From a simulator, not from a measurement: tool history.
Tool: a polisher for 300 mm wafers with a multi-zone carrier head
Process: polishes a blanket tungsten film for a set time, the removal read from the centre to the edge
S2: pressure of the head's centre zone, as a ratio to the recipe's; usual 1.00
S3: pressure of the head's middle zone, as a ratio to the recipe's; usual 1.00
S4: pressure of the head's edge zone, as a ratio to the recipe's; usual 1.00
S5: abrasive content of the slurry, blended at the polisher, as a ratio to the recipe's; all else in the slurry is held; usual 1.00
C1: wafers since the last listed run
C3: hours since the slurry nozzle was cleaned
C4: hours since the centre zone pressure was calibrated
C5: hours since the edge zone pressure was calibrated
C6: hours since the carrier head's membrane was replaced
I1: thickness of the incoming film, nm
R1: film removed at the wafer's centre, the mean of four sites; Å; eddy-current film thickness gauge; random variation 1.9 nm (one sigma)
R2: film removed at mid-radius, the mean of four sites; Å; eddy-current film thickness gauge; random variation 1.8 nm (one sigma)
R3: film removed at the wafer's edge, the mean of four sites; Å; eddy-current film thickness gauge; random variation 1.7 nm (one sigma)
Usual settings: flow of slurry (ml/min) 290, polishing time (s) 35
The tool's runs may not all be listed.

{"run": 1, "hour": 0.0, "flow of slurry (ml/min)": 290, "S2": 1.06, "S3": 1.0, "S4": 1.0, "S5": 1.0, "polishing time (s)": 35, "C1": 0, "wafers polished on this pad": 757, "C3": 133.9, "C4": 282.9, "C5": 520.9, "C6": 871.2, "I1": 718.1, "R1": 1388, "R2": 1333, "R3": 1321}
{"run": 2, "hour": 45.2, "flow of slurry (ml/min)": 290, "S2": 1.0, "S3": 1.0, "S4": 1.0, "S5": 1.0, "polishing time (s)": 35, "C1": 741, "wafers polished on this pad": 1499, "C3": 179.1, "C4": 328.1, "C5": 566.1, "C6": 916.4, "I1": 719.3, "R1": 1316, "R2": 1289, "R3": 1312}
{"run": 3, "hour": 96.6, "flow of slurry (ml/min)": 290, "S2": 1.0, "S3": 1.0, "S4": 1.0, "S5": 1.0, "polishing time (s)": 35, "C1": 843, "wafers polished on this pad": 2342, "C3": 230.5, "C4": 379.5, "C5": 617.5, "C6": 967.8, "I1": 723.2, "R1": 1341, "R2": 1301, "R3": 1322}
{"hour": 238.0, "done": "centre zone pressure recalibrated"}
{"hour": 252.5, "done": "worn pad replaced by a new one"}
{"run": 4, "hour": 310.3, "flow of slurry (ml/min)": 290, "S2": 1.0, "S3": 1.0, "S4": 1.0, "S5": 1.0, "polishing time (s)": 35, "C1": 3408, "wafers polished on this pad": 947, "C3": 444.2, "C4": 72.3, "C5": 831.2, "C6": 1181.5, "I1": 721.0, "R1": 1275, "R2": 1281, "R3": 1280}
{"run": 5, "hour": 342.3, "flow of slurry (ml/min)": 290, "S2": 1.0, "S3": 1.0, "S4": 1.0, "S5": 1.0, "polishing time (s)": 35, "C1": 525, "wafers polished on this pad": 1472, "C3": 476.2, "C4": 104.3, "C5": 863.2, "C6": 1213.5, "I1": 721.0, "R1": 1312, "R2": 1306, "R3": 1304}
{"run": 6, "hour": 372.3, "flow of slurry (ml/min)": 290, "S2": 1.0, "S3": 1.0, "S4": 1.0, "S5": 1.0, "polishing time (s)": 35, "C1": 492, "wafers polished on this pad": 1965, "C3": 506.2, "C4": 134.3, "C5": 893.2, "C6": 1243.5, "I1": 720.5, "R1": 1250, "R2": 1275, "R3": 1269}
{"hour": 393.4, "done": "carrier head's membrane replaced by a new one"}
{"run": 7, "hour": 411.8, "flow of slurry (ml/min)": 290, "S2": 1.0, "S3": 1.0, "S4": 1.0, "S5": 1.0, "polishing time (s)": 35, "C1": 566, "wafers polished on this pad": 2531, "C3": 545.7, "C4": 173.8, "C5": 932.7, "C6": 18.4, "I1": 707.6, "R1": 1268, "R2": 1284, "R3": 1286}
{"run": 8, "hour": 441.2, "flow of slurry (ml/min)": 290, "S2": 1.0, "S3": 1.0, "S4": 1.0, "S5": 1.0, "polishing time (s)": 35, "C1": 482, "wafers polished on this pad": 3013, "C3": 575.1, "C4": 203.2, "C5": 962.1, "C6": 47.8, "I1": 719.8, "R1": 1270, "R2": 1282, "R3": 1261}
{"run": 9, "hour": 481.4, "flow of slurry (ml/min)": 290, "S2": 1.0, "S3": 1.0, "S4": 1.0, "S5": 1.0, "polishing time (s)": 35, "C1": 659, "wafers polished on this pad": 3673, "C3": 615.3, "C4": 243.4, "C5": 1002.3, "C6": 88.0, "I1": 724.5, "R1": 1269, "R2": 1267, "R3": 1255}
{"hour": 499.6, "done": "slurry nozzle cleaned"}
{"hour": 518.3, "done": "worn pad replaced by a new one"}
{"run": 10, "hour": 525.5, "flow of slurry (ml/min)": 350, "S2": 1.0, "S3": 1.0, "S4": 1.03, "S5": 1.25, "polishing time (s)": 35, "C1": 641, "wafers polished on this pad": 117, "C3": 25.9, "C4": 287.5, "C5": 1046.4, "C6": 132.1, "I1": 735.9, "R1": 1446, "R2": 1453, "R3": 1464}
{"hour": 561.8, "done": "edge zone pressure recalibrated"}
{"run": 11, "hour": 581.5, "flow of slurry (ml/min)": 205, "S2": 1.0, "S3": 1.0, "S4": 1.08, "S5": 1.0, "polishing time (s)": 35, "C1": 886, "wafers polished on this pad": 1003, "C3": 81.9, "C4": 343.5, "C5": 19.7, "C6": 188.1, "I1": 714.9, "R1": 1266, "R2": 1263, "R3": 1338}
{"run": 12, "hour": 636.2, "flow of slurry (ml/min)": 290, "S2": 1.05, "S3": 1.0, "S4": 1.0, "S5": 1.0, "polishing time (s)": 43, "C1": 897, "wafers polished on this pad": 1901, "C3": 136.6, "C4": 398.2, "C5": 74.4, "C6": 242.8, "I1": 719.5, "R1": 1722, "R2": 1660, "R3": 1656}
{"run": 13, "hour": 663.6, "flow of slurry (ml/min)": 380, "S2": 1.0, "S3": 0.92, "S4": 1.0, "S5": 1.0, "polishing time (s)": 41, "C1": 449, "wafers polished on this pad": 2350, "C3": 164.0, "C4": 425.6, "C5": 101.8, "C6": 270.2, "I1": 705.8, "R1": 1602, "R2": 1481, "R3": 1568}
{"run": 14, "hour": 710.7, "flow of slurry (ml/min)": 290, "S2": 1.0, "S3": 1.0, "S4": 1.0, "S5": 1.3, "polishing time (s)": 35, "C1": 772, "wafers polished on this pad": 3123, "C3": 211.1, "C4": 472.7, "C5": 148.9, "C6": 317.3, "I1": 723.5, "R1": 1428, "R2": 1387, "R3": 1395}
{"hour": 734.9, "done": "centre zone pressure recalibrated"}
{"hour": 746.2, "done": "worn pad replaced by a new one"}
{"run": 15, "hour": 751.3, "flow of slurry (ml/min)": 215, "S2": 1.0, "S3": 1.1, "S4": 1.0, "S5": 1.0, "polishing time (s)": 46, "C1": 567, "wafers polished on this pad": 84, "C3": 251.7, "C4": 16.4, "C5": 189.5, "C6": 357.9, "I1": 711.2, "R1": 1656, "R2": 1796, "R3": 1690}
{"run": 16, "hour": 813.7, "flow of slurry (ml/min)": 290, "S2": 1.0, "S3": 1.03, "S4": 1.0, "S5": 1.0, "polishing time (s)": 35, "C1": 1023, "wafers polished on this pad": 1108, "C3": 314.1, "C4": 78.8, "C5": 251.9, "C6": 420.3, "I1": 724.4, "R1": 1306, "R2": 1320, "R3": 1304}
{"run": 17, "hour": 871.1, "flow of slurry (ml/min)": 350, "S2": 1.0, "S3": 1.0, "S4": 0.96, "S5": 1.0, "polishing time (s)": 35, "C1": 941, "wafers polished on this pad": 2049, "C3": 371.5, "C4": 136.2, "C5": 309.3, "C6": 477.7, "I1": 720.5, "R1": 1349, "R2": 1329, "R3": 1302}
{"run": 18, "hour": 930.2, "flow of slurry (ml/min)": 245, "S2": 1.0, "S3": 1.0, "S4": 1.0, "S5": 1.0, "polishing time (s)": 35, "C1": 969, "wafers polished on this pad": 3019, "C3": 430.6, "C4": 195.3, "C5": 368.4, "C6": 536.8, "I1": 717.1, "R1": 1252, "R2": 1271, "R3": 1277}
{"run": 19, "hour": 969.5, "flow of slurry (ml/min)": 215, "S2": 1.0, "S3": 1.1, "S4": 1.0, "S5": 1.0, "polishing time (s)": 46, "C1": 644, "wafers polished on this pad": 3664, "C3": 469.9, "C4": 234.6, "C5": 407.7, "C6": 576.1, "I1": 724.4, "R1": 1590, "R2": 1729, "R3": 1631}
{"hour": 989.7, "done": "worn pad replaced by a new one"}
{"run": 20, "hour": 1034.1, "flow of slurry (ml/min)": 365, "S2": 1.0, "S3": 1.0, "S4": 0.94, "S5": 1.0, "polishing time (s)": 35, "C1": 994, "wafers polished on this pad": 728, "C3": 534.5, "C4": 299.2, "C5": 472.3, "C6": 640.7, "I1": 717.3, "R1": 1343, "R2": 1314, "R3": 1274}

Forecast each of these 5 alternatives for the next run:
{"run": "A", "hour": 1034.5, "flow of slurry (ml/min)": 290, "S2": 1.0, "S3": 1.0, "S4": 1.0, "S5": 1.0, "polishing time (s)": 29, "C1": 6, "wafers polished on this pad": 734, "C3": 534.9, "C4": 299.6, "C5": 472.7, "C6": 641.1, "I1": 716.3, "R1": "?", "R2": "?", "R3": "?"}
{"run": "B", "hour": 1034.5, "flow of slurry (ml/min)": 195, "S2": 0.91, "S3": 1.0, "S4": 1.0, "S5": 1.0, "polishing time (s)": 35, "C1": 6, "wafers polished on this pad": 734, "C3": 534.9, "C4": 299.6, "C5": 472.7, "C6": 641.1, "I1": 716.3, "R1": "?", "R2": "?", "R3": "?"}
{"run": "C", "hour": 1034.5, "flow of slurry (ml/min)": 290, "S2": 1.0, "S3": 0.88, "S4": 0.97, "S5": 1.0, "polishing time (s)": 44, "C1": 6, "wafers polished on this pad": 734, "C3": 534.9, "C4": 299.6, "C5": 472.7, "C6": 641.1, "I1": 716.3, "R1": "?", "R2": "?", "R3": "?"}
{"run": "D", "hour": 1034.5, "flow of slurry (ml/min)": 370, "S2": 1.0, "S3": 0.92, "S4": 1.1, "S5": 0.7, "polishing time (s)": 35, "C1": 6, "wafers polished on this pad": 734, "C3": 534.9, "C4": 299.6, "C5": 472.7, "C6": 641.1, "I1": 716.3, "R1": "?", "R2": "?", "R3": "?"}
{"run": "E", "hour": 1034.5, "flow of slurry (ml/min)": 290, "S2": 1.0, "S3": 1.06, "S4": 0.96, "S5": 1.0, "polishing time (s)": 46, "C1": 6, "wafers polished on this pad": 734, "C3": 534.9, "C4": 299.6, "C5": 472.7, "C6": 641.1, "I1": 716.3, "R1": "?", "R2": "?", "R3": "?"}

run=A R1=1050 R2=1071 R3=1065
run=B R1=1059 R2=1181 R3=1205
run=C R1=1591 R2=1467 R3=1596
run=D R1=1220 R2=1159 R3=1281
run=E R1=1666 R2=1781 R3=1657
Without the tool's hidden state the same runs would have given:
run=A R1=1126 R2=1140 R3=1117
run=B R1=1182 R2=1301 R3=1292
run=C R1=1707 R2=1562 R3=1673
run=D R1=1288 R2=1217 R3=1329
run=E R1=1787 R2=1897 R3=1737
